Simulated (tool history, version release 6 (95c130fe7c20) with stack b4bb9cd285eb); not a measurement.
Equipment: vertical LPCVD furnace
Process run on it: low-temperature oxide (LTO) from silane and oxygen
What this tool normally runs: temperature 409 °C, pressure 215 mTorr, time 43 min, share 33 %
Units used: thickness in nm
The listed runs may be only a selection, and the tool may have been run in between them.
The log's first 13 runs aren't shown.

run	hour	temperature	pressure	time	share	read-back reference wafer on the same gauge, thickness	thickness
14	946.7	409	215	43	33	310.41	309.46
# hour 969.8: gauge calibrated
15	1000.2	409	215	43	29	328.01	269.38
16	1042.2	409	260	37	33	327.47	337.29
# hour 1107.9: thermocouples replaced and temperature profile calibrated
17	1140	409	215	43	33	326.32	326.21
# hour 1212.5: silane flow controller replaced
18	1225	409	215	35.5	35	325.16	285.37
19	1331.6	418	250	48	38	323.76	548.65
# hour 1381.3: pressure gauge zeroed
20	1431.9	409	215	43	33	322.64	320.33
21	1502.6	409	215	43	33	321.56	315.84
22	1576.1	406	235	58	35	320.57	490.05
23	1674.3	405	250	58	35	319.29	515.13
24	1779.9	412	215	43	39	318.06	404.15
25	1860.9	414	230	43	33	316.85	356.57
26	1931.9	414	180	48	36	316.25	345.91
27	2024.2	409	255	43	31	315.18	338.66
28	2092.9	417	215	52	30	314.25	363.55
29	2197.5	399	230	43	35	312.61	317.11
30	2295.3	398	215	55	37	311.53	403.66

Forecast each of these 4 alternatives for the next run:
# hour 2295.4: gauge calibrated
A	2300.3	409	215	34.5	33	?	?
# hour 2295.4: gauge calibrated
B	2300.3	420	165	43	35	?	?
# hour 2295.4: gauge calibrated
C	2300.3	409	170	32.5	33	?	?
# hour 2295.4: gauge calibrated
D	2300.3	399	215	43	33	?	?

run	read-back reference wafer on the same gauge, thickness	thickness
A	334.52	268.01
B	334.52	312.43
C	334.52	199.63
D	334.52	297.87
Stripped of hidden state, with their random variation kept, the same runs would have yielded:
run	thickness
A	264.52
B	308.37
C	197.03
D	294
